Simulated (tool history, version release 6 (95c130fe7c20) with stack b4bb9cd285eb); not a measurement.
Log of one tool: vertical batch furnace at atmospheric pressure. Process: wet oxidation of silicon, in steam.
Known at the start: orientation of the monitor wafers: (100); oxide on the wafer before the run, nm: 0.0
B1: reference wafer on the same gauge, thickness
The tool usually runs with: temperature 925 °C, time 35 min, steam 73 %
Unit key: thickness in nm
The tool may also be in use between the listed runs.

Run 1, hour 0: usual settings but temperature 905 °C; B1 87.91. Result: thickness 71.55 nm.
Run 2, hour 64.2: usual settings but temperature 905 °C; B1 88. Result: thickness 71.06 nm.
Run 3, hour 95.9: usual settings but time 26.5 min, steam 77 %; B1 87.9. Result: thickness 75.73 nm.
Run 4, hour 147: usual settings but time 26.5 min, steam 77 %; B1 88.04. Result: thickness 75.67 nm.
Run 5, hour 321.2: usual settings; B1 87.87. Result: thickness 92.5 nm.
Run 6, hour 361.3: usual settings; B1 87.87. Result: thickness 92.84 nm.
Run 7, hour 411.3: usual settings; B1 87.87. Result: thickness 92.43 nm.
At hour 422.3: gauge calibrated.
Run 8, hour 444.2: usual settings; B1 87.97. Result: thickness 93.12 nm.
Run 9, hour 476.7: usual settings; B1 87.82. Result: thickness 92.29 nm.
At hour 501.6: steam generator serviced.
Run 10, hour 510.9: usual settings but temperature 939 °C, time 23 min, steam 65 %; B1 87.86. Result: thickness 70.76 nm.
Run 11, hour 562.4: usual settings but time 27 min; B1 87.95. Result: thickness 76.42 nm.
At hour 597.9: thermocouples replaced and temperature profile calibrated.
Run 12, hour 598.4: usual settings but time 26.5 min, steam 77 %; B1 87.86. Result: thickness 79.58 nm.
Run 13, hour 629.7: usual settings but temperature 948 °C, time 43.5 min, steam 80 %; B1 87.82. Result: thickness 165.36 nm.
Run 14, hour 660: usual settings but steam 81 %; B1 87.96. Result: thickness 107.36 nm.
Run 15, hour 723.1: usual settings but temperature 914 °C, steam 65 %; B1 87.94. Result: thickness 76.16 nm.
Run 16, hour 759.5: usual settings but temperature 946 °C; B1 87.82. Result: thickness 124.34 nm.
Run 17, hour 801.9: usual settings but temperature 903 °C, time 25 min, steam 67 %; B1 87.86. Result: thickness 48.58 nm.
Run 18, hour 860.4: usual settings but temperature 944 °C, time 29.5 min, steam 69 %; B1 87.72. Result: thickness 98.78 nm.

What if the next run were any one of these 3? Each begins from the tool's condition after run 18:
Run A, hour 865.4: usual settings; B1 ?. Result: thickness ?.
Run B, hour 865.4: usual settings but temperature 933 °C; B1 ?. Result: thickness ?.
Run C, hour 865.4: usual settings but temperature 905 °C, time 41 min, steam 78 %; B1 ?. Result: thickness ?.

run     B1  thickness
  A  87.97      97.16
  B  87.97     106.87
  C  87.97      91.98
What these runs would have given with no unlogged condition in the tool:
run  thickness
  A      97.73
  B     107.49
  C      92.53

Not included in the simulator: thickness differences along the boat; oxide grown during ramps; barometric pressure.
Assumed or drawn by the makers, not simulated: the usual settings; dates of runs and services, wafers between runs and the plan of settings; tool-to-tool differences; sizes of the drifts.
